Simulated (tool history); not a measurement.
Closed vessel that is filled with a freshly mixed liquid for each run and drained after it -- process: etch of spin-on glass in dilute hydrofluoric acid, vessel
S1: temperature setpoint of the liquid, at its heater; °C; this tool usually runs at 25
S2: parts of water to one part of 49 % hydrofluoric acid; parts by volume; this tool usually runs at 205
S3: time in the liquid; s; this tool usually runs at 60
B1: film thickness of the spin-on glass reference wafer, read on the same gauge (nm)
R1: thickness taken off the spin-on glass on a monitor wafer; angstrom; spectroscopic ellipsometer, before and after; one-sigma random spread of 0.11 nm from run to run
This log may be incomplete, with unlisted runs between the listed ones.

Run 1, hour 0: usual settings but S1 22 °C; B1 90. Result: R1 178.6 angstrom.
Run 2, hour 16.1: usual settings but S1 22 °C; B1 89.98. Result: R1 177.1 angstrom.
Run 3, hour 30.4: usual settings but S1 22 °C; B1 89.93. Result: R1 180.3 angstrom.
Run 4, hour 38.2: usual settings but S1 21 °C; B1 90.02. Result: R1 173.7 angstrom.
Run 5, hour 51.6: usual settings but S1 21 °C; B1 90.01. Result: R1 176.1 angstrom.
Run 6, hour 72.1: usual settings but S1 21 °C; B1 90. Result: R1 173.1 angstrom.
Run 7, hour 112.1: usual settings; B1 90.02. Result: R1 202.8 angstrom.
Run 8, hour 118.8: usual settings; B1 90.04. Result: R1 202.9 angstrom.
Run 9, hour 125.4: usual settings; B1 89.97. Result: R1 203.4 angstrom.
Run 10, hour 137.4: usual settings; B1 89.98. Result: R1 203.9 angstrom.
At hour 144.8: gauge calibrated.
Run 11, hour 146.4: usual settings; B1 89.99. Result: R1 207.1 angstrom.
Run 12, hour 154.3: usual settings but S3 80 s; B1 89.99. Result: R1 271.6 angstrom.
Run 13, hour 162.2: usual settings but S1 22 °C; B1 90.05. Result: R1 183.8 angstrom.
At hour 169.8: hydrofluoric acid flow meter replaced.
Run 14, hour 172.3: usual settings; B1 89.99. Result: R1 177.1 angstrom.
Run 15, hour 180: usual settings but S1 27 °C, S2 300 parts by volume, S3 40 s; B1 89.96. Result: R1 78.4 angstrom.
Run 16, hour 194.1: usual settings but S1 30 °C, S2 285 parts by volume, S3 90 s; B1 90.02. Result: R1 211.3 angstrom.
Run 17, hour 208.2: usual settings but S2 155 parts by volume; B1 89.95. Result: R1 250.6 angstrom.
At hour 220.6: thermometer replaced.
Run 18, hour 226: usual settings but S1 28 °C, S3 30 s; B1 90.01. Result: R1 100.2 angstrom.
Run 19, hour 232.9: usual settings but S3 85 s; B1 89.99. Result: R1 256.8 angstrom.
Run 20, hour 250.6: usual settings but S3 90 s; B1 89.99. Result: R1 272.9 angstrom.
Run 21, hour 257.8: usual settings; B1 90.03. Result: R1 181.2 angstrom.
Run 22, hour 269.6: usual settings; B1 89.96. Result: R1 180.2 angstrom.
Run 23, hour 287.6: usual settings but S2 145 parts by volume; B1 89.99. Result: R1 273.4 angstrom.

Some steps in R1, run to run, broken into two amounts with sign: the step expected even without the hidden condition (settings, incoming material, random variation), and the rest, left for the hidden condition together with whatever gauge scatter is not in both the measured and the hidden-condition-free result:
The hidden state here: liquid hotter than its thermometer reads (K); hydrofluoric acid flow above the setpoint (%); gauge reads high (%).
Run 12 -> 13: S1 25 -> 22, S3 80 -> 60. R1 -87.8 angstrom: hidden state -11.4, all else -76.4.
Run 13 -> 14: S1 22 -> 25, hydrofluoric acid flow meter replaced. R1 -6.7 angstrom: hidden state -23.4, all else +16.7.
Run 17 -> 18: S1 25 -> 28, S2 155 -> 205, S3 60 -> 30, thermometer replaced. R1 -150.4 angstrom: hidden state -0.7, all else -149.7.
Run 18 -> 19: S1 28 -> 25, S3 30 -> 85. R1 +156.6 angstrom: hidden state +1.8, all else +154.8.
